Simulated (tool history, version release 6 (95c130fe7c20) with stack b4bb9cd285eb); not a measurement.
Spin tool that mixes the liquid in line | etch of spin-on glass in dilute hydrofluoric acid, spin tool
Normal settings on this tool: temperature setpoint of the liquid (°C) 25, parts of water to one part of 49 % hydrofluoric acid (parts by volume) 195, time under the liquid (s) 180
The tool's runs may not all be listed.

run     day  temperature setpoint of the liquid (°C)  parts of water to one part of 49 % hydrofluoric acid (parts by volume)  time under the liquid (s)  read-back film thickness of the spin-on glass reference wafer, read on the same gauge (nm)  thickness taken off the spin-on glass on a monitor wafer (Å)
  1       0                                       25                                                                     195                        180                                                                                          90                                                         261.5
  2   3.462                                       25                                                                     195                        180                                                                                       89.96                                                         261.8
  3   7.458                                       25                                                                     195                        180                                                                                       89.97                                                         264.5
  4  11.812                                       25                                                                     195                        180                                                                                       89.95                                                         263.7
     20.162  -- hydrofluoric acid flow meter replaced
  5  21.592                                       25                                                                     220                        180                                                                                       89.97                                                         229.6
  6  25.883                                       25                                                                     195                        180                                                                                          90                                                         267.1
  7  29.896                                       25                                                                     195                        180                                                                                       89.99                                                         268.1
  8  31.912                                       25                                                                     260                        180                                                                                       90.02                                                         185.6
  9  34.196                                       25                                                                     260                        180                                                                                       90.01                                                         188.3
 10  38.212                                       29                                                                     165                        180                                                                                       90.02                                                         383.2
 11  40.675                                       29                                                                     130                        180                                                                                       90.01                                                         508.5
     42.325  -- gauge calibrated
     44.112  -- thermometer replaced
 12  44.158                                     27.5                                                                     195                         75                                                                                       89.96                                                         114.2
 13  45.733                                       25                                                                     195                        265                                                                                       90.01                                                         370.6
 14    47.3                                       25                                                                     195                        180                                                                                       90.02                                                         250.8
     48.275  -- hydrofluoric acid flow meter replaced
 15  49.617                                       25                                                                     220                        180                                                                                       89.96                                                         214.1
 16  52.704                                       25                                                                     195                        180                                                                                       90.01                                                         253.3
 17  57.054                                       25                                                                     225                        180                                                                                       90.01                                                         211.7
 18  58.796                                     22.5                                                                      95                        180                                                                                       90.02                                                         528.3
 19  61.325                                       27                                                                     105                        180                                                                                       89.96                                                         562.5

What if the next run were any one of these 3? Each begins from the tool's condition after run 19:
  A  61.346                                       25                                                                     195                        180                                                                                           ?                                                             ?
  B  61.346                                       25                                                                     195                         90                                                                                           ?                                                             ?
  C  61.346                                       25                                                                     195                        260                                                                                           ?                                                             ?

run  read-back film thickness of the spin-on glass reference wafer, read on the same gauge (nm)  thickness taken off the spin-on glass on a monitor wafer (Å)
  A                                                                                       90.01                                                         255.7
  B                                                                                       90.01                                                         127.8
  C                                                                                       90.01                                                         369.3
Stripped of hidden state, with their random variation kept, the same runs would have yielded:
run  thickness taken off the spin-on glass on a monitor wafer (Å)
  A                                                         249.2
  B                                                         124.6
  C                                                           360
